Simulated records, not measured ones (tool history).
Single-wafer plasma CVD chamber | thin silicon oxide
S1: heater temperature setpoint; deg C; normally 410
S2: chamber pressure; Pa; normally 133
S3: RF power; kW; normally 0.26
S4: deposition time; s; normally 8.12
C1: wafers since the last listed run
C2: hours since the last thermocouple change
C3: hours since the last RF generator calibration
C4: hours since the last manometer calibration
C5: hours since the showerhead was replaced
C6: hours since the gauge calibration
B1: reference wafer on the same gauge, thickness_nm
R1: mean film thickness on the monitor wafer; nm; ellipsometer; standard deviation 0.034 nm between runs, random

Run 1, hour 0: usual settings; C1 0; C2 1378.6; C3 800.4; C4 2389.4; C5 2886.9; C6 315.9; B1 13.808. Result: R1 17.317 nm.
Run 2, hour 23.3: usual settings; C1 841; C2 1401.9; C3 823.7; C4 2412.7; C5 2910.2; C6 339.2; B1 13.794. Result: R1 17.319 nm.
Run 3, hour 36.2: usual settings; C1 466; C2 1414.8; C3 836.6; C4 2425.6; C5 2923.1; C6 352.1; B1 13.799. Result: R1 17.345 nm.
Run 4, hour 64.1: usual settings; C1 1007; C2 1442.7; C3 864.5; C4 2453.5; C5 2951; C6 380; B1 13.8. Result: R1 17.285 nm.
Run 5, hour 87.1: usual settings; C1 830; C2 1465.7; C3 887.5; C4 2476.5; C5 2974; C6 403; B1 13.803. Result: R1 17.387 nm.
Run 6, hour 146.5: usual settings; C1 2145; C2 1525.1; C3 946.9; C4 2535.9; C5 3033.4; C6 462.4; B1 13.797. Result: R1 17.33 nm.
At hour 177.8: RF generator calibrated.
Run 7, hour 178.3: usual settings; C1 859; C2 1556.9; C3 0.5; C4 2567.7; C5 3065.2; C6 494.2; B1 13.794. Result: R1 17.759 nm.
At hour 193.9: capacitance manometer re-zeroed and calibrated.
Run 8, hour 195: usual settings; C1 314; C2 1573.6; C3 17.2; C4 1.1; C5 3081.9; C6 510.9; B1 13.798. Result: R1 16.965 nm.
Run 9, hour 247.7: usual settings but S2 147 Pa; C1 1903; C2 1626.3; C3 69.9; C4 53.8; C5 3134.6; C6 563.6; B1 13.806. Result: R1 18.003 nm.
Run 10, hour 266: usual settings but S4 7.42 s; C1 661; C2 1644.6; C3 88.2; C4 72.1; C5 3152.9; C6 581.9; B1 13.799. Result: R1 15.491 nm.
At hour 290.7: thermocouple changed; heater temperature recalibrated.
Run 11, hour 299.5: usual settings but S3 0.28 kW; C1 921; C2 8.8; C3 121.7; C4 105.6; C5 3186.4; C6 615.4; B1 13.8. Result: R1 17.718 nm.
At hour 313.7: showerhead replaced.
Run 12, hour 316.2: usual settings but S1 423 deg C, S2 151 Pa, S3 0.225 kW; C1 314; C2 25.5; C3 138.4; C4 122.3; C5 2.5; C6 632.1; B1 13.804. Result: R1 16.669 nm.
Run 13, hour 335.2: usual settings; C1 686; C2 44.5; C3 157.4; C4 141.3; C5 21.5; C6 651.1; B1 13.8. Result: R1 17.05 nm.

What does the tool deliver on the next run?
Run 14, hour 356.4: usual settings but S1 423 deg C, S2 151 Pa, S3 0.225 kW; C1 765; C2 65.7; C3 178.6; C4 162.5; C5 42.7; C6 672.3; B1 ?. Result: R1 ?.

B1: 13.801
R1: 16.671 nm
If the tool had no hidden condition, the same run with the same run-to-run variation would have returned R1 16.837 nm.

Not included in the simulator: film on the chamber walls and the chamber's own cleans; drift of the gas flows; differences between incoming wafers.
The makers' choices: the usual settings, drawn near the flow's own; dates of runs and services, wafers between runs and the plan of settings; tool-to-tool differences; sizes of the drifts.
